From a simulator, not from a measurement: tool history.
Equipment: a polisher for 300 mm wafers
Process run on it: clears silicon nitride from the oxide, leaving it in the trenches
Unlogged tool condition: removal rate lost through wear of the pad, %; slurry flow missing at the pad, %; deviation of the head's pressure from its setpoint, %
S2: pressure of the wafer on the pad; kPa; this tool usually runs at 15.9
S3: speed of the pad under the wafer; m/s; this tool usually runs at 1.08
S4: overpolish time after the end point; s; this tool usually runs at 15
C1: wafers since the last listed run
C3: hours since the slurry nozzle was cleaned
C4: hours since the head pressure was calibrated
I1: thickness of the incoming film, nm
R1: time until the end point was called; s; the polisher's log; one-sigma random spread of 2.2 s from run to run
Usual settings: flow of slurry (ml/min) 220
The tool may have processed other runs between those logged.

{"run": 1, "hour": 0.0, "flow of slurry (ml/min)": 220, "S2": 13.1, "S3": 1.08, "S4": 15, "C1": 0, "wafers polished on this pad": 354, "C3": 186.9, "C4": 282.2, "I1": 130.7, "R1": 191.6}
{"run": 2, "hour": 220.4, "flow of slurry (ml/min)": 220, "S2": 15.9, "S3": 1.08, "S4": 15, "C1": 1299, "wafers polished on this pad": 1653, "C3": 407.3, "C4": 502.6, "I1": 130.7, "R1": 165.4}
{"run": 3, "hour": 280.3, "flow of slurry (ml/min)": 220, "S2": 15.9, "S3": 1.08, "S4": 15, "C1": 353, "wafers polished on this pad": 2006, "C3": 467.2, "C4": 562.5, "I1": 131.3, "R1": 168.3}
{"run": 4, "hour": 319.7, "flow of slurry (ml/min)": 220, "S2": 15.9, "S3": 1.08, "S4": 15, "C1": 232, "wafers polished on this pad": 2238, "C3": 506.6, "C4": 601.9, "I1": 129.2, "R1": 169.3}
{"hour": 377.5, "done": "head pressure recalibrated"}
{"run": 5, "hour": 426.6, "flow of slurry (ml/min)": 220, "S2": 15.9, "S3": 1.08, "S4": 15, "C1": 618, "wafers polished on this pad": 2857, "C3": 613.5, "C4": 49.1, "I1": 130.9, "R1": 169.3}
{"run": 6, "hour": 504.2, "flow of slurry (ml/min)": 220, "S2": 15.9, "S3": 1.08, "S4": 15, "C1": 457, "wafers polished on this pad": 3314, "C3": 691.1, "C4": 126.7, "I1": 128.6, "R1": 167.5}
{"run": 7, "hour": 543.6, "flow of slurry (ml/min)": 220, "S2": 15.9, "S3": 1.08, "S4": 15, "C1": 232, "wafers polished on this pad": 3547, "C3": 730.5, "C4": 166.1, "I1": 128.8, "R1": 165.3}
{"run": 8, "hour": 622.6, "flow of slurry (ml/min)": 220, "S2": 15.9, "S3": 1.08, "S4": 8, "C1": 465, "wafers polished on this pad": 4012, "C3": 809.5, "C4": 245.1, "I1": 129.3, "R1": 168.9}
{"hour": 642.2, "done": "slurry nozzle cleaned"}
{"hour": 726.9, "done": "worn pad replaced by a new one"}
{"run": 9, "hour": 727.4, "flow of slurry (ml/min)": 240, "S2": 15.9, "S3": 1.08, "S4": 15, "C1": 588, "wafers polished on this pad": 2, "C3": 85.2, "C4": 349.9, "I1": 128.9, "R1": 156.0}
{"run": 10, "hour": 826.2, "flow of slurry (ml/min)": 240, "S2": 15.9, "S3": 1.08, "S4": 15, "C1": 582, "wafers polished on this pad": 585, "C3": 184.0, "C4": 448.7, "I1": 131.1, "R1": 159.0}
{"run": 11, "hour": 927.3, "flow of slurry (ml/min)": 240, "S2": 15.9, "S3": 1.08, "S4": 15, "C1": 596, "wafers polished on this pad": 1181, "C3": 285.1, "C4": 549.8, "I1": 131.2, "R1": 165.1}
{"run": 12, "hour": 977.8, "flow of slurry (ml/min)": 220, "S2": 15.9, "S3": 1.08, "S4": 10, "C1": 297, "wafers polished on this pad": 1479, "C3": 335.6, "C4": 600.3, "I1": 129.7, "R1": 165.0}
{"hour": 1026.7, "done": "head pressure recalibrated"}
{"run": 13, "hour": 1079.8, "flow of slurry (ml/min)": 220, "S2": 15.9, "S3": 1.08, "S4": 10, "C1": 589, "wafers polished on this pad": 2068, "C3": 437.6, "C4": 53.1, "I1": 127.3, "R1": 164.9}
{"run": 14, "hour": 1162.2, "flow of slurry (ml/min)": 220, "S2": 15.9, "S3": 1.08, "S4": 10, "C1": 485, "wafers polished on this pad": 2554, "C3": 520.0, "C4": 135.5, "I1": 132.3, "R1": 172.5}
{"run": 15, "hour": 1236.9, "flow of slurry (ml/min)": 220, "S2": 15.9, "S3": 0.76, "S4": 15, "C1": 440, "wafers polished on this pad": 2995, "C3": 594.7, "C4": 210.2, "I1": 129.5, "R1": 238.7}
{"run": 16, "hour": 1314.3, "flow of slurry (ml/min)": 160, "S2": 17.2, "S3": 1.08, "S4": 15, "C1": 456, "wafers polished on this pad": 3451, "C3": 672.1, "C4": 287.6, "I1": 128.2, "R1": 162.0}
{"run": 17, "hour": 1355.2, "flow of slurry (ml/min)": 220, "S2": 15.9, "S3": 1.24, "S4": 21, "C1": 241, "wafers polished on this pad": 3692, "C3": 713.0, "C4": 328.5, "I1": 131.7, "R1": 148.9}
{"hour": 1417.7, "done": "worn pad replaced by a new one"}
{"hour": 1432.0, "done": "slurry nozzle cleaned"}
{"run": 18, "hour": 1437.4, "flow of slurry (ml/min)": 270, "S2": 15.9, "S3": 0.84, "S4": 15, "C1": 455, "wafers polished on this pad": 110, "C3": 5.4, "C4": 410.7, "I1": 129.0, "R1": 196.8}
{"hour": 1685.6, "done": "head pressure recalibrated"}
{"run": 19, "hour": 1741.8, "flow of slurry (ml/min)": 250, "S2": 15.9, "S3": 1.42, "S4": 8, "C1": 1782, "wafers polished on this pad": 1893, "C3": 309.8, "C4": 56.2, "I1": 131.4, "R1": 124.9}
{"run": 20, "hour": 1808.0, "flow of slurry (ml/min)": 170, "S2": 15.9, "S3": 1.08, "S4": 9, "C1": 390, "wafers polished on this pad": 2283, "C3": 376.0, "C4": 122.4, "I1": 129.7, "R1": 175.9}
{"run": 21, "hour": 1881.9, "flow of slurry (ml/min)": 220, "S2": 15.9, "S3": 1.08, "S4": 15, "C1": 435, "wafers polished on this pad": 2719, "C3": 449.9, "C4": 196.3, "I1": 127.2, "R1": 165.4}
{"run": 22, "hour": 1953.8, "flow of slurry (ml/min)": 220, "S2": 15.9, "S3": 1.08, "S4": 15, "C1": 423, "wafers polished on this pad": 3143, "C3": 521.8, "C4": 268.2, "I1": 128.2, "R1": 165.8}
{"run": 23, "hour": 2041.7, "flow of slurry (ml/min)": 220, "S2": 15.9, "S3": 1.08, "S4": 15, "C1": 518, "wafers polished on this pad": 3661, "C3": 609.7, "C4": 356.1, "I1": 131.9, "R1": 176.6}
{"hour": 2065.2, "done": "slurry nozzle cleaned"}
{"hour": 2124.7, "done": "worn pad replaced by a new one"}
{"run": 24, "hour": 2146.3, "flow of slurry (ml/min)": 220, "S2": 15.9, "S3": 1.08, "S4": 15, "C1": 587, "wafers polished on this pad": 127, "C3": 81.1, "C4": 460.7, "I1": 128.9, "R1": 151.6}
{"run": 25, "hour": 2233.7, "flow of slurry (ml/min)": 220, "S2": 17.2, "S3": 0.84, "S4": 20, "C1": 515, "wafers polished on this pad": 642, "C3": 168.5, "C4": 548.1, "I1": 130.7, "R1": 194.4}
{"run": 26, "hour": 2461.4, "flow of slurry (ml/min)": 175, "S2": 20.7, "S3": 0.96, "S4": 19, "C1": 1342, "wafers polished on this pad": 1985, "C3": 396.2, "C4": 775.8, "I1": 129.5, "R1": 149.9}
{"hour": 2511.1, "done": "head pressure recalibrated"}
{"run": 27, "hour": 2545.1, "flow of slurry (ml/min)": 220, "S2": 15.9, "S3": 1.08, "S4": 15, "C1": 481, "wafers polished on this pad": 2466, "C3": 479.9, "C4": 34.0, "I1": 132.2, "R1": 172.9}
{"run": 28, "hour": 2626.6, "flow of slurry (ml/min)": 220, "S2": 18.6, "S3": 1.08, "S4": 15, "C1": 480, "wafers polished on this pad": 2947, "C3": 561.4, "C4": 115.5, "I1": 129.7, "R1": 141.8}
{"hour": 2703.1, "done": "slurry nozzle cleaned"}
{"run": 29, "hour": 2707.8, "flow of slurry (ml/min)": 185, "S2": 13.1, "S3": 1.18, "S4": 21, "C1": 472, "wafers polished on this pad": 3420, "C3": 4.7, "C4": 196.7, "I1": 129.7, "R1": 187.7}
{"run": 30, "hour": 2771.8, "flow of slurry (ml/min)": 220, "S2": 15.9, "S3": 1.08, "S4": 15, "C1": 377, "wafers polished on this pad": 3797, "C3": 68.7, "C4": 260.7, "I1": 128.7, "R1": 167.7}
{"hour": 2830.6, "done": "worn pad replaced by a new one"}
{"run": 31, "hour": 2868.3, "flow of slurry (ml/min)": 220, "S2": 15.9, "S3": 1.08, "S4": 15, "C1": 545, "wafers polished on this pad": 222, "C3": 165.2, "C4": 357.2, "I1": 128.5, "R1": 153.4}
{"run": 32, "hour": 2945.8, "flow of slurry (ml/min)": 220, "S2": 15.9, "S3": 1.08, "S4": 15, "C1": 456, "wafers polished on this pad": 679, "C3": 242.7, "C4": 434.7, "I1": 127.9, "R1": 160.7}
{"run": 33, "hour": 3101.5, "flow of slurry (ml/min)": 220, "S2": 11.7, "S3": 1.08, "S4": 15, "C1": 917, "wafers polished on this pad": 1597, "C3": 398.4, "C4": 590.4, "I1": 128.9, "R1": 206.8}
{"run": 34, "hour": 3169.5, "flow of slurry (ml/min)": 220, "S2": 15.9, "S3": 0.84, "S4": 15, "C1": 400, "wafers polished on this pad": 1998, "C3": 466.4, "C4": 658.4, "I1": 129.9, "R1": 211.8}
{"hour": 3236.4, "done": "head pressure recalibrated"}
{"run": 35, "hour": 3257.6, "flow of slurry (ml/min)": 220, "S2": 15.9, "S3": 1.28, "S4": 15, "C1": 507, "wafers polished on this pad": 2505, "C3": 554.5, "C4": 21.2, "I1": 127.9, "R1": 136.6}

Below are 5 alternative next runs, each starting from the tool's condition after run 35. Predict each:
{"run": "A", "hour": 3258.1, "flow of slurry (ml/min)": 220, "S2": 15.9, "S3": 1.08, "S4": 7, "C1": 2, "wafers polished on this pad": 2508, "C3": 555.0, "C4": 21.7, "I1": 129.2, "R1": "?"}
{"run": "B", "hour": 3258.1, "flow of slurry (ml/min)": 270, "S2": 13.8, "S3": 1.08, "S4": 15, "C1": 2, "wafers polished on this pad": 2508, "C3": 555.0, "C4": 21.7, "I1": 129.2, "R1": "?"}
{"run": "C", "hour": 3258.1, "flow of slurry (ml/min)": 295, "S2": 21.4, "S3": 1.32, "S4": 12, "C1": 2, "wafers polished on this pad": 2508, "C3": 555.0, "C4": 21.7, "I1": 129.2, "R1": "?"}
{"run": "D", "hour": 3258.1, "flow of slurry (ml/min)": 170, "S2": 17.9, "S3": 1.36, "S4": 23, "C1": 2, "wafers polished on this pad": 2508, "C3": 555.0, "C4": 21.7, "I1": 129.2, "R1": "?"}
{"run": "E", "hour": 3258.1, "flow of slurry (ml/min)": 270, "S2": 15.9, "S3": 0.8, "S4": 15, "C1": 2, "wafers polished on this pad": 2508, "C3": 555.0, "C4": 21.7, "I1": 129.2, "R1": "?"}

run=A R1=166.2
run=B R1=183.8
run=C R1=100.2
run=D R1=122.9
run=E R1=219.1
What these runs would have given with no unlogged condition in the tool:
run=A R1=155.3
run=B R1=171.7
run=C R1=93.6
run=D R1=114.8
run=E R1=204.6

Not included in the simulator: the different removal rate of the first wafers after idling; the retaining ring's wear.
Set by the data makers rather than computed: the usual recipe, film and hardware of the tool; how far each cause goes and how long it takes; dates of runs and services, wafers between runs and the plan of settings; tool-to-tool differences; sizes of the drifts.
